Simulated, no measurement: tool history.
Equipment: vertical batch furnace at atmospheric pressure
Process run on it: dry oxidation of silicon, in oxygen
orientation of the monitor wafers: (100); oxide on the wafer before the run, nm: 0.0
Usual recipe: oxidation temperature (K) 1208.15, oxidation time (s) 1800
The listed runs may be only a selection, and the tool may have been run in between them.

run	hour	oxidation temperature (K)	oxidation time (s)	wafers since the last listed run	hours since the last temperature calibration	hours since the boat lift was adjusted	hours since the gauge calibration	read-back reference wafer on the same gauge, thickness	oxide thickness on the monitor wafer (nm)
1	0	1213.15	1350	0	2436	1867.4	326.3	16.51	14.29
2	69.2	1217.15	2520	749	2505.2	1936.6	395.5	16.49	22.66
3	134.9	1217.15	2520	711	2570.9	2002.3	461.2	16.5	22.57
4	176.6	1217.15	2520	451	2612.6	2044	502.9	16.52	22.63
5	242.4	1208.15	1800	712	2678.4	2109.8	568.7	16.53	16.41
6	309.3	1208.15	1800	724	2745.3	2176.7	635.6	16.48	16.49
7	338.3	1208.15	1800	314	2774.3	2205.7	664.6	16.52	16.38
# hour 361.4: gauge calibrated
8	389.1	1208.15	1800	550	2825.1	2256.5	27.7	16.47	16.47
9	444.9	1208.15	1800	604	2880.9	2312.3	83.5	16.53	16.39
10	507.4	1208.15	1800	677	2943.4	2374.8	146	16.48	16.4
# hour 596.4: boat lift adjusted
11	596.9	1201.15	1800	709	3032.9	0.5	235.5	16.5	16.03
12	608.3	1217.15	2520	123	3044.3	11.9	246.9	16.48	23.61
13	667.6	1208.15	2580	642	3103.6	71.2	306.2	16.52	21.6
# hour 702.1: thermocouples replaced and temperature profile calibrated
14	737.8	1185.15	1440	500	35.7	141.4	376.4	16.5	11.65
15	768	1227.15	1080	327	65.9	171.6	406.6	16.5	15.35
16	822.7	1208.15	1350	592	120.6	226.3	461.3	16.53	13.97
17	865.1	1216.15	2250	459	163	268.7	503.7	16.52	21.49
18	926	1199.15	1800	659	223.9	329.6	564.6	16.49	15.48
# hour 938.8: gauge calibrated
19	977.9	1208.15	1800	562	275.8	381.5	39.1	16.51	16.82

Run-by-run hidden state of the tool:
true tube temperature minus thermocouple reading, K: 0, the same for each run
gauge reads high (%): 0, the same for each run
H1: monitor wafer colder than the profiled boat position, K
run	H1
1	4.43
2	4.46
3	4.49
4	4.5
5	4.53
6	4.55
7	4.56
8	4.57
9	4.58
10	4.6
11	0.319
12	0.384
13	0.704
14	1.05
15	1.19
16	1.43
17	1.6
18	1.83
19	2.02

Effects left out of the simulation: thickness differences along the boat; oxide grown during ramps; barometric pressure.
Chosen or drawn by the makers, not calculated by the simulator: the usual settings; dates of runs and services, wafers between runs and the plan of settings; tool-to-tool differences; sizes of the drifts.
